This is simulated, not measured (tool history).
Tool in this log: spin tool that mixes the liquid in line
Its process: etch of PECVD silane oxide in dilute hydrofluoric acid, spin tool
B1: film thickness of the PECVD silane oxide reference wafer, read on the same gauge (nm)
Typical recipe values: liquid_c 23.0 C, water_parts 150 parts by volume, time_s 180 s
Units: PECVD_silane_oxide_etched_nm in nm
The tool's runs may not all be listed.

run 1 hour=0.0 | liquid_c=23.0 water_parts=150 time_s=180 | B1=50.00 | PECVD_silane_oxide_etched_nm=15.90
run 2 hour=68.0 | liquid_c=23.0 water_parts=150 time_s=180 | B1=49.99 | PECVD_silane_oxide_etched_nm=15.70
run 3 hour=112.8 | liquid_c=23.0 water_parts=150 time_s=180 | B1=50.00 | PECVD_silane_oxide_etched_nm=15.71
run 4 hour=162.0 | liquid_c=23.0 water_parts=150 time_s=180 | B1=50.01 | PECVD_silane_oxide_etched_nm=15.63
run 5 hour=210.7 | liquid_c=23.0 water_parts=150 time_s=180 | B1=49.99 | PECVD_silane_oxide_etched_nm=15.82
run 6 hour=263.0 | liquid_c=23.0 water_parts=150 time_s=180 | B1=49.99 | PECVD_silane_oxide_etched_nm=15.79
run 7 hour=328.7 | liquid_c=23.0 water_parts=150 time_s=180 | B1=50.02 | PECVD_silane_oxide_etched_nm=15.62
run 8 hour=389.4 | liquid_c=23.0 water_parts=150 time_s=180 | B1=49.99 | PECVD_silane_oxide_etched_nm=15.64
run 9 hour=461.1 | liquid_c=23.0 water_parts=150 time_s=180 | B1=50.00 | PECVD_silane_oxide_etched_nm=15.80
run 10 hour=499.5 | liquid_c=23.0 water_parts=150 time_s=180 | B1=49.99 | PECVD_silane_oxide_etched_nm=15.79
run 11 hour=525.0 | liquid_c=23.0 water_parts=150 time_s=180 | B1=49.99 | PECVD_silane_oxide_etched_nm=15.85
run 12 hour=569.1 | liquid_c=28.0 water_parts=110 time_s=260 | B1=50.02 | PECVD_silane_oxide_etched_nm=39.28
run 13 hour=626.9 | liquid_c=23.0 water_parts=200 time_s=125 | B1=49.99 | PECVD_silane_oxide_etched_nm=7.80
run 14 hour=654.7 | liquid_c=23.0 water_parts=150 time_s=180 | B1=49.99 | PECVD_silane_oxide_etched_nm=15.78
run 15 hour=700.1 | liquid_c=21.0 water_parts=120 time_s=280 | B1=50.00 | PECVD_silane_oxide_etched_nm=29.46
run 16 hour=743.0 | liquid_c=24.5 water_parts=150 time_s=105 | B1=50.01 | PECVD_silane_oxide_etched_nm=9.65
run 17 hour=811.4 | liquid_c=23.0 water_parts=205 time_s=180 | B1=49.99 | PECVD_silane_oxide_etched_nm=10.87
run 18 hour=855.9 | liquid_c=26.5 water_parts=150 time_s=130 | B1=50.00 | PECVD_silane_oxide_etched_nm=13.04
run 19 hour=904.9 | liquid_c=21.0 water_parts=110 time_s=180 | B1=49.99 | PECVD_silane_oxide_etched_nm=21.02
run 20 hour=965.5 | liquid_c=23.0 water_parts=150 time_s=180 | B1=50.01 | PECVD_silane_oxide_etched_nm=15.82
run 21 hour=1010.2 | liquid_c=23.0 water_parts=150 time_s=180 | B1=49.99 | PECVD_silane_oxide_etched_nm=15.68
run 22 hour=1068.8 | liquid_c=23.0 water_parts=150 time_s=180 | B1=50.00 | PECVD_silane_oxide_etched_nm=15.75
run 23 hour=1246.7 | liquid_c=19.0 water_parts=115 time_s=270 | B1=50.02 | PECVD_silane_oxide_etched_nm=27.47
run 24 hour=1280.1 | liquid_c=27.0 water_parts=200 time_s=110 | B1=50.02 | PECVD_silane_oxide_etched_nm=7.95
run 25 hour=1311.5 | liquid_c=27.5 water_parts=180 time_s=180 | B1=50.00 | PECVD_silane_oxide_etched_nm=15.02
run 26 hour=1368.4 | liquid_c=23.0 water_parts=150 time_s=180 | B1=49.99 | PECVD_silane_oxide_etched_nm=15.71
run 27 hour=1417.6 | liquid_c=23.0 water_parts=80 time_s=210 | B1=50.00 | PECVD_silane_oxide_etched_nm=37.48
run 28 hour=1467.7 | liquid_c=23.0 water_parts=150 time_s=180 | B1=50.02 | PECVD_silane_oxide_etched_nm=15.79
run 29 hour=1507.5 | liquid_c=21.5 water_parts=115 time_s=180 | B1=50.00 | PECVD_silane_oxide_etched_nm=20.19
run 30 hour=1546.8 | liquid_c=25.5 water_parts=180 time_s=245 | B1=50.00 | PECVD_silane_oxide_etched_nm=18.94
run 31 hour=1609.9 | liquid_c=23.0 water_parts=150 time_s=180 | B1=50.00 | PECVD_silane_oxide_etched_nm=15.73
run 32 hour=1635.1 | liquid_c=23.0 water_parts=90 time_s=180 | B1=50.02 | PECVD_silane_oxide_etched_nm=28.09

Taken out of this log: 3 entries between the listed runs. Where each belongs, and how the hidden state differs across it:
Logged between run 4 and run 5: gauge calibrated (hour 188.6)
  no hidden state differs between the two runs
Logged between run 18 and run 19: hydrofluoric acid flow meter replaced (hour 889.6)
  no hidden state differs between the two runs
Logged between run 22 and run 23: thermometer replaced (hour 1088.4)
  no hidden state differs between the two runs
